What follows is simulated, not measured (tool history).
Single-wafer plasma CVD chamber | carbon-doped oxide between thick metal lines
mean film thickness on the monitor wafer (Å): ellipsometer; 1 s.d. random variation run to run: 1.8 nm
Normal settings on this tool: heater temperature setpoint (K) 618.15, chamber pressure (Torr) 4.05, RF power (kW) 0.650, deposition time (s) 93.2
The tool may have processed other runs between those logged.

| run | hour | heater temperature setpoint (K) | chamber pressure (Torr) | RF power (kW) | deposition time (s) | read-back reference wafer on the same gauge, thickness_nm | mean film thickness on the monitor wafer (Å) |
|---|---|---|---|---|---|---|---|
| 1 | 0.0 | 618.15 | 3.43 | 0.650 | 102.2 | 540.575 | 5924.98 |
| 2 | 83.4 | 618.15 | 4.05 | 0.650 | 93.2 | 540.800 | 5584.71 |
| 3 | 399.0 | 618.15 | 4.05 | 0.650 | 84.3 | 540.867 | 5036.95 |
| 4 | 450.8 | 618.15 | 4.05 | 0.650 | 84.3 | 540.594 | 5045.67 |
| 5 | 515.4 | 618.15 | 4.05 | 0.650 | 84.3 | 540.795 | 5026.07 |
| 6 | 607.7 | 618.15 | 4.05 | 0.650 | 93.2 | 541.537 | 5576.73 |
| 7 | 655.8 | 618.15 | 4.05 | 0.740 | 93.2 | 540.578 | 6239.61 |
|  | 714.8 | showerhead replaced |
| 8 | 715.3 | 618.15 | 4.65 | 0.650 | 108.9 | 540.943 | 6697.04 |
|  | 724.9 | RF generator calibrated |
| 9 | 750.9 | 632.15 | 4.05 | 0.770 | 79.6 | 541.341 | 5311.15 |
| 10 | 795.7 | 618.15 | 3.60 | 0.650 | 93.2 | 540.858 | 5469.29 |
| 11 | 903.6 | 618.15 | 4.58 | 0.730 | 93.2 | 540.885 | 6336.64 |
| 12 | 991.8 | 618.15 | 4.05 | 0.650 | 93.2 | 541.358 | 5555.47 |
| 13 | 1050.8 | 618.15 | 3.13 | 0.695 | 79.2 | 541.430 | 4823.42 |
| 14 | 1122.6 | 618.15 | 4.05 | 0.650 | 86.8 | 541.209 | 5202.95 |
| 15 | 1161.8 | 605.15 | 4.05 | 0.595 | 87.7 | 541.327 | 5025.80 |
| 16 | 1232.0 | 606.15 | 3.31 | 0.555 | 86.5 | 541.026 | 4416.40 |
| 17 | 1299.2 | 618.15 | 4.05 | 0.650 | 93.2 | 541.037 | 5616.77 |

Run 18 is up next; what results do you expect?
|  | 1359.3 | thermocouple changed; heater temperature recalibrated |
| 18 | 1359.8 | 618.15 | 4.05 | 0.695 | 81.1 | ? | ? |

{"run 18": {"read-back reference wafer on the same gauge, thickness_nm": 540.698, "mean film thickness on the monitor wafer (Å)": 5182.16}}
Minus the tool's unlogged condition, the same run would have read mean film thickness on the monitor wafer (Å) 5182.16.
